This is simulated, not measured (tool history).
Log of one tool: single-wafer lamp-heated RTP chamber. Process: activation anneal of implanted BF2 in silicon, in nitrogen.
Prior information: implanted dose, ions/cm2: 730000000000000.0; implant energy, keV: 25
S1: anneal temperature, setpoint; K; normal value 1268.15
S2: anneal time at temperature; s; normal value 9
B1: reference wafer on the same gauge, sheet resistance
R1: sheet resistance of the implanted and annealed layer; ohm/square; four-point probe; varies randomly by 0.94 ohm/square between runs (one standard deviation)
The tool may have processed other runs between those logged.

run   hour       S1  S2      B1      R1
  1      0  1268.15   9  234.69  224.13
      42.6  -- reflector plate cleaned
  2   63.2  1268.15   9  234.75  224.13
  3    119  1268.15   9  235.13  221.48
       160  -- pyrometer window cleaned and pyrometer calibrated
  4  206.7  1268.15   9  235.13  227.19
     225.2  -- reflector plate cleaned
  5    268  1268.15   9  235.37  227.32
  6  307.5  1268.15   9   235.2  225.85
  7  374.1  1268.15   9  235.29   225.6
       427  -- reflector plate cleaned
  8    446  1288.15  11  234.92  205.74
  9  495.8  1268.15   9  234.32  218.66
     531.6  -- gauge calibrated
     552.4  -- pyrometer window cleaned and pyrometer calibrated
 10  552.9  1284.15  12  234.94  212.29
 11    605  1279.15   4  234.88  227.64
     640.9  -- reflector plate cleaned
 12  772.9  1250.15   6  234.83  245.25
     809.8  -- reflector plate cleaned
 13  832.1  1297.15  13  234.81  199.24
 14  895.7  1247.15  13  235.28  233.16
     933.9  -- pyrometer window cleaned and pyrometer calibrated
 15  959.2  1268.15   9  235.02  224.55

Below, some changes in R1 between adjacent runs. For each, the amount present without the hidden state too (settings, incoming material, random variation) and the amount remaining for the hidden state with gauge scatter not shared by both compared results:
The tool's hidden condition here consists of: true wafer temperature minus pyrometer reading, K; wafer temperature error from the tarnished reflector plate, K; gauge reads high (%).
Run 12 -> 13: S1 1250.15 -> 1297.15, S2 6 -> 13, reflector plate cleaned. R1 -46.01 ohm/square: hidden state +1.28, all else -47.29.
Run 14 -> 15: S1 1247.15 -> 1268.15, S2 13 -> 9, pyrometer window cleaned and pyrometer calibrated. R1 -8.61 ohm/square: hidden state +9.47, all else -18.08.

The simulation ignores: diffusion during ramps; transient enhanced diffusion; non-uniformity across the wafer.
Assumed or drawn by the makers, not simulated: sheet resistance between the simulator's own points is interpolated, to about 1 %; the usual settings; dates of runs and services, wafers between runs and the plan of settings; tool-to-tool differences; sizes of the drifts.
